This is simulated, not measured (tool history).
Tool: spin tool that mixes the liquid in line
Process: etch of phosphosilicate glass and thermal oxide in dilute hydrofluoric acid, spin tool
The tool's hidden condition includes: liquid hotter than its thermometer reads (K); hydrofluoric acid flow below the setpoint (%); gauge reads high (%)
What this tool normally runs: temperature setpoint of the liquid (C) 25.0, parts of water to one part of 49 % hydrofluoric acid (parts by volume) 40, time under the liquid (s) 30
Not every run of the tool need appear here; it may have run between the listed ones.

run     day  temperature setpoint of the liquid (C)  parts of water to one part of 49 % hydrofluoric acid (parts by volume)  time under the liquid (s)  wafers since the last listed run  hours since the thermometer was replaced  hours since the hydrofluoric acid flow meter was replaced  hours since the gauge calibration  read-back film thickness of the phosphosilicate glass reference wafer, read on the same gauge (nm)  read-back film thickness of the thermal oxide reference wafer, read on the same gauge (nm)  thickness taken off the phosphosilicate glass on a monitor wafer (Å)  thickness taken off the thermal oxide on a monitor wafer (Å)
  1   0.000                                    25.0                                                                      40                         30                                 0                                    1528.7                                                      473.0                               25.1                                                                                              120.01                                                                                     150.003                                                                 850.8                                                         40.43
  2   0.271                                    25.0                                                                      40                         30                               126                                    1535.2                                                      479.5                               31.6                                                                                              120.01                                                                                     149.976                                                                 856.1                                                         40.46
  3   0.625                                    25.0                                                                      40                         40                               165                                    1543.7                                                      488.0                               40.1                                                                                              119.98                                                                                     150.025                                                                1145.3                                                         53.19
  4   0.904                                    25.0                                                                      40                         40                               130                                    1550.4                                                      494.7                               46.8                                                                                              120.01                                                                                     149.992                                                                1143.6                                                         53.49
  5   1.162                                    25.0                                                                      40                         40                               120                                    1556.6                                                      500.9                               53.0                                                                                              120.02                                                                                     149.966                                                                1149.4                                                         54.34
  6   1.704                                    25.0                                                                      40                         30                               253                                    1569.6                                                      513.9                               66.0                                                                                              119.98                                                                                     149.955                                                                 852.3                                                         40.50
  7   2.225                                    25.0                                                                      40                         30                               243                                    1582.1                                                      526.4                               78.5                                                                                              120.00                                                                                     150.002                                                                 867.7                                                         40.21
  8   2.946                                    29.0                                                                      30                         20                               336                                    1599.4                                                      543.7                               95.8                                                                                              120.01                                                                                     150.006                                                                 919.1                                                         43.51
  9   3.629                                    25.0                                                                      40                         30                               319                                    1615.8                                                      560.1                              112.2                                                                                              120.00                                                                                     149.987                                                                 858.8                                                         40.43
 10   4.292                                    25.0                                                                      40                         30                               309                                    1631.7                                                      576.0                              128.1                                                                                              120.00                                                                                     150.011                                                                 860.6                                                         40.11
 11   4.638                                    26.5                                                                      25                         15                               161                                    1640.0                                                      584.3                              136.4                                                                                              120.00                                                                                     149.992                                                                 759.0                                                         35.45
      5.312  -- thermometer replaced
 12   5.333                                    22.0                                                                      40                         15                               305                                       0.5                                                      601.0                              153.1                                                                                              119.98                                                                                     150.001                                                                 337.3                                                         15.88
 13   5.871                                    23.0                                                                      40                         30                               251                                      13.4                                                      613.9                              166.0                                                                                              120.01                                                                                     149.994                                                                 692.7                                                         32.65
 14   6.521                                    21.0                                                                      50                         40                               303                                      29.0                                                      629.5                              181.6                                                                                              120.04                                                                                     149.997                                                                 663.7                                                         31.69
 15   7.308                                    27.5                                                                      50                         45                               368                                      47.9                                                      648.4                              200.5                                                                                              119.99                                                                                     149.991                                                                1002.6                                                         45.80
 16   7.904                                    22.5                                                                      50                         45                               278                                      62.2                                                      662.7                              214.8                                                                                              119.99                                                                                     150.028                                                                 801.0                                                         38.25
 17   8.354                                    30.0                                                                      40                         30                               210                                      73.0                                                      673.5                              225.6                                                                                              119.99                                                                                     149.953                                                                 924.8                                                         42.80
 18   8.717                                    25.0                                                                      60                         40                               169                                      81.7                                                      682.2                              234.3                                                                                              120.02                                                                                     149.991                                                                 656.4                                                         31.10
 19   9.229                                    22.0                                                                      45                         40                               239                                      94.0                                                      694.5                              246.6                                                                                              119.97                                                                                     149.984                                                                 787.3                                                         36.65
 20   9.662                                    25.0                                                                      40                         15                               202                                     104.4                                                      704.9                              257.0                                                                                              120.02                                                                                     149.981                                                                 378.7                                                         17.97
      9.783  -- hydrofluoric acid flow meter replaced
 21  10.217                                    25.0                                                                      40                         30                               239                                     117.7                                                       10.4                              270.3                                                                                              120.01                                                                                     150.018                                                                 802.2                                                         37.58
 22  10.758                                    25.0                                                                      30                         30                               253                                     130.7                                                       23.4                              283.3                                                                                              120.00                                                                                     150.020                                                                1083.2                                                         51.45
 23  11.167                                    25.0                                                                      40                         30                               190                                     140.5                                                       33.2                              293.1                                                                                              119.99                                                                                     150.019                                                                 807.3                                                         37.57
 24  11.721                                    25.0                                                                      40                         35                               258                                     153.8                                                       46.5                              306.4                                                                                              120.00                                                                                     150.000                                                                 935.3                                                         44.19
 25  13.542                                    25.0                                                                      45                         40                               850                                     197.5                                                       90.2                              350.1                                                                                              120.00                                                                                     149.997                                                                 953.6                                                         45.10
 26  14.225                                    28.5                                                                      45                         20                               319                                     213.9                                                      106.6                              366.5                                                                                              120.00                                                                                     150.013                                                                 549.1                                                         25.63
 27  14.842                                    22.5                                                                      30                         20                               288                                     228.7                                                      121.4                              381.3                                                                                              119.98                                                                                     149.991                                                                 653.2                                                         30.67

What if the next run were any one of these 3? Each begins from the tool's condition after run 27:
  A  14.858                                    25.0                                                                      25                         30                                 7                                     229.1                                                      121.8                              381.7                                                                                                   ?                                                                                           ?                                                                     ?                                                             ?
  B  14.858                                    25.0                                                                      60                         30                                 7                                     229.1                                                      121.8                              381.7                                                                                                   ?                                                                                           ?                                                                     ?                                                             ?
  C  14.858                                    21.0                                                                      50                         30                                 7                                     229.1                                                      121.8                              381.7                                                                                                   ?                                                                                           ?                                                                     ?                                                             ?

run  read-back film thickness of the phosphosilicate glass reference wafer, read on the same gauge (nm)  read-back film thickness of the thermal oxide reference wafer, read on the same gauge (nm)  thickness taken off the phosphosilicate glass on a monitor wafer (Å)  thickness taken off the thermal oxide on a monitor wafer (Å)
  A                                                                                              120.00                                                                                     149.967                                                                1304.1                                                         61.13
  B                                                                                              120.00                                                                                     149.967                                                                 517.2                                                         24.25
  C                                                                                              120.00                                                                                     149.967                                                                 533.6                                                         25.01
The same runs, with their run-to-run variation unchanged, on a tool lacking any hidden condition would have given:
run  thickness taken off the phosphosilicate glass on a monitor wafer (Å)  thickness taken off the thermal oxide on a monitor wafer (Å)
  A                                                                1288.7                                                         60.41
  B                                                                 511.9                                                         24.00
  C                                                                 527.4                                                         24.72

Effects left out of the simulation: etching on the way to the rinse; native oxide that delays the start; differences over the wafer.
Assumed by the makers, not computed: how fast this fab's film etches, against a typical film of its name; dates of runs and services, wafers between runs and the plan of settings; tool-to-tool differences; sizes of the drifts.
